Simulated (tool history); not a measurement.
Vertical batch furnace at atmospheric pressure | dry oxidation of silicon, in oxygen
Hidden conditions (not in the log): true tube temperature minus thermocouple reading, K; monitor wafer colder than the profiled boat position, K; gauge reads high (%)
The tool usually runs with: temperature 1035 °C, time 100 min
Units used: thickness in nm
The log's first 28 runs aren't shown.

run,hour,temperature,time,wafers since the last listed run,hours since the last temperature calibration,hours since the boat lift was adjusted,hours since the gauge calibration,"read-back reference wafer on the same gauge, thickness",thickness
29,1547.3,1022,78.5,469,215.8,86.6,139.9,92.26,75.76
30,1580.5,1017,116.5,411,249,119.8,173.1,92.24,93.58
31,1639.3,1035,100,729,307.8,178.6,231.9,92.21,100.36
32,1681.5,1043,66.5,523,350,220.8,274.1,92.16,82.19
33,1721.8,1035,131,499,390.3,261.1,314.4,92.27,119.6
34,1753.9,1045,100,398,422.4,293.2,346.5,92.43,108.03
35,1793.9,1035,100,495,462.4,333.2,386.5,92.33,100.35
36,1850.6,1015,54,703,519.1,389.9,443.2,92.25,56.01
37,1879.1,1051,84.5,353,547.6,418.4,471.7,92.32,101.91

5 ways to go on from here, each from the tool as it stands after run 37. What would each give?
A,1885,1046,100,73,553.5,424.3,477.6,?,?
B,1885,1021,100,73,553.5,424.3,477.6,?,?
C,1885,1035,79.5,73,553.5,424.3,477.6,?,?
D,1885,1023,68,73,553.5,424.3,477.6,?,?
E,1885,1024,127.5,73,553.5,424.3,477.6,?,?

run,"read-back reference wafer on the same gauge, thickness",thickness
A,92.19,109.6
B,92.19,88.71
C,92.19,86.18
D,92.19,70.12
E,92.19,107.03
What these runs would have given with no unlogged condition in the tool:
run,thickness
A,107.09
B,86.48
C,84.09
D,68.34
E,104.42
